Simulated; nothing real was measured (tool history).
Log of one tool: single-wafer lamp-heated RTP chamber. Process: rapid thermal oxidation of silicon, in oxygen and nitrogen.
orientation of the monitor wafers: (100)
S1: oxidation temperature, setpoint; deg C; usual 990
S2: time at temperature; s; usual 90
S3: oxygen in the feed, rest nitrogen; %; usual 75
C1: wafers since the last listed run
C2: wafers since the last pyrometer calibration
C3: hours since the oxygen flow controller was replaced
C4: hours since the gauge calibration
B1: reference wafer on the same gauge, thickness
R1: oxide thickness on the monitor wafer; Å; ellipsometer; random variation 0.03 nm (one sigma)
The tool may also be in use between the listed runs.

{"run": 1, "hour": 0.0, "S1": 990, "S2": 116, "S3": 75, "C1": 0, "C2": 1033, "C3": 3336.9, "C4": 381.6, "B1": 6.899, "R1": 64.76}
{"run": 2, "hour": 36.4, "S1": 990, "S2": 116, "S3": 75, "C1": 336, "C2": 1370, "C3": 3373.3, "C4": 418.0, "B1": 6.899, "R1": 65.07}
{"run": 3, "hour": 100.7, "S1": 1002, "S2": 59, "S3": 75, "C1": 594, "C2": 1964, "C3": 3437.6, "C4": 482.3, "B1": 6.914, "R1": 52.99}
{"run": 4, "hour": 147.6, "S1": 1002, "S2": 59, "S3": 75, "C1": 433, "C2": 2398, "C3": 3484.5, "C4": 529.2, "B1": 6.908, "R1": 52.64}
{"run": 5, "hour": 351.9, "S1": 1002, "S2": 59, "S3": 75, "C1": 1889, "C2": 4287, "C3": 3688.8, "C4": 733.5, "B1": 6.937, "R1": 53.08}
{"run": 6, "hour": 414.3, "S1": 990, "S2": 90, "S3": 75, "C1": 577, "C2": 4864, "C3": 3751.2, "C4": 795.9, "B1": 6.931, "R1": 58.41}
{"run": 7, "hour": 471.7, "S1": 990, "S2": 90, "S3": 75, "C1": 530, "C2": 5395, "C3": 3808.6, "C4": 853.3, "B1": 6.944, "R1": 58.59}
{"hour": 542.9, "done": "pyrometer window cleaned and pyrometer calibrated"}
{"run": 8, "hour": 560.5, "S1": 990, "S2": 90, "S3": 57, "C1": 747, "C2": 162, "C3": 3897.4, "C4": 942.1, "B1": 6.948, "R1": 53.46}
{"run": 9, "hour": 644.4, "S1": 990, "S2": 90, "S3": 57, "C1": 775, "C2": 938, "C3": 3981.3, "C4": 1026.0, "B1": 6.955, "R1": 53.88}
{"run": 10, "hour": 699.8, "S1": 990, "S2": 90, "S3": 75, "C1": 512, "C2": 1450, "C3": 4036.7, "C4": 1081.4, "B1": 6.957, "R1": 58.66}
{"run": 11, "hour": 791.8, "S1": 990, "S2": 90, "S3": 75, "C1": 850, "C2": 2301, "C3": 4128.7, "C4": 1173.4, "B1": 6.954, "R1": 58.87}
{"hour": 831.4, "done": "oxygen flow controller replaced"}
{"run": 12, "hour": 880.9, "S1": 990, "S2": 90, "S3": 98, "C1": 749, "C2": 3051, "C3": 49.5, "C4": 1262.5, "B1": 6.965, "R1": 64.27}
{"run": 13, "hour": 953.8, "S1": 990, "S2": 90, "S3": 75, "C1": 674, "C2": 3725, "C3": 122.4, "C4": 1335.4, "B1": 6.967, "R1": 58.47}
{"run": 14, "hour": 1036.0, "S1": 1017, "S2": 62, "S3": 95, "C1": 760, "C2": 4485, "C3": 204.6, "C4": 1417.6, "B1": 6.957, "R1": 65.75}
{"hour": 1057.8, "done": "gauge calibrated"}
{"run": 15, "hour": 1077.7, "S1": 990, "S2": 90, "S3": 75, "C1": 385, "C2": 4871, "C3": 246.3, "C4": 19.9, "B1": 6.777, "R1": 56.39}
{"hour": 1129.9, "done": "pyrometer window cleaned and pyrometer calibrated"}
{"run": 16, "hour": 1135.3, "S1": 990, "S2": 90, "S3": 75, "C1": 458, "C2": 49, "C3": 303.9, "C4": 77.5, "B1": 6.792, "R1": 56.72}
{"run": 17, "hour": 1181.5, "S1": 974, "S2": 90, "S3": 98, "C1": 427, "C2": 477, "C3": 350.1, "C4": 123.7, "B1": 6.803, "R1": 55.73}
{"run": 18, "hour": 1268.7, "S1": 1009, "S2": 62, "S3": 75, "C1": 806, "C2": 1283, "C3": 437.3, "C4": 210.9, "B1": 6.827, "R1": 56.4}
{"run": 19, "hour": 1368.5, "S1": 998, "S2": 90, "S3": 48, "C1": 922, "C2": 2206, "C3": 537.1, "C4": 310.7, "B1": 6.842, "R1": 51.96}
{"run": 20, "hour": 1412.3, "S1": 990, "S2": 90, "S3": 95, "C1": 405, "C2": 2611, "C3": 580.9, "C4": 354.5, "B1": 6.857, "R1": 62.51}
{"run": 21, "hour": 1467.5, "S1": 1006, "S2": 90, "S3": 75, "C1": 510, "C2": 3121, "C3": 636.1, "C4": 409.7, "B1": 6.877, "R1": 64.93}
{"run": 22, "hour": 1543.0, "S1": 1000, "S2": 90, "S3": 75, "C1": 698, "C2": 3820, "C3": 711.6, "C4": 485.2, "B1": 6.875, "R1": 62.0}

Forecast each of these 4 alternatives for the next run:
{"run": "A", "hour": 1543.5, "S1": 990, "S2": 52, "S3": 75, "C1": 4, "C2": 3824, "C3": 712.1, "C4": 485.7, "B1": "?", "R1": "?"}
{"run": "B", "hour": 1543.5, "S1": 1007, "S2": 78, "S3": 75, "C1": 4, "C2": 3824, "C3": 712.1, "C4": 485.7, "B1": "?", "R1": "?"}
{"run": "C", "hour": 1543.5, "S1": 1016, "S2": 90, "S3": 93, "C1": 4, "C2": 3824, "C3": 712.1, "C4": 485.7, "B1": "?", "R1": "?"}
{"run": "D", "hour": 1543.5, "S1": 974, "S2": 116, "S3": 75, "C1": 4, "C2": 3824, "C3": 712.1, "C4": 485.7, "B1": "?", "R1": "?"}

run=A B1=6.873 R1=45.62
run=B B1=6.873 R1=61.48
run=C B1=6.873 R1=75.53
run=D B1=6.873 R1=57.46
Without the tool's hidden state the same runs would have given:
run=A R1=45.12
run=B R1=60.79
run=C R1=74.68
run=D R1=56.82
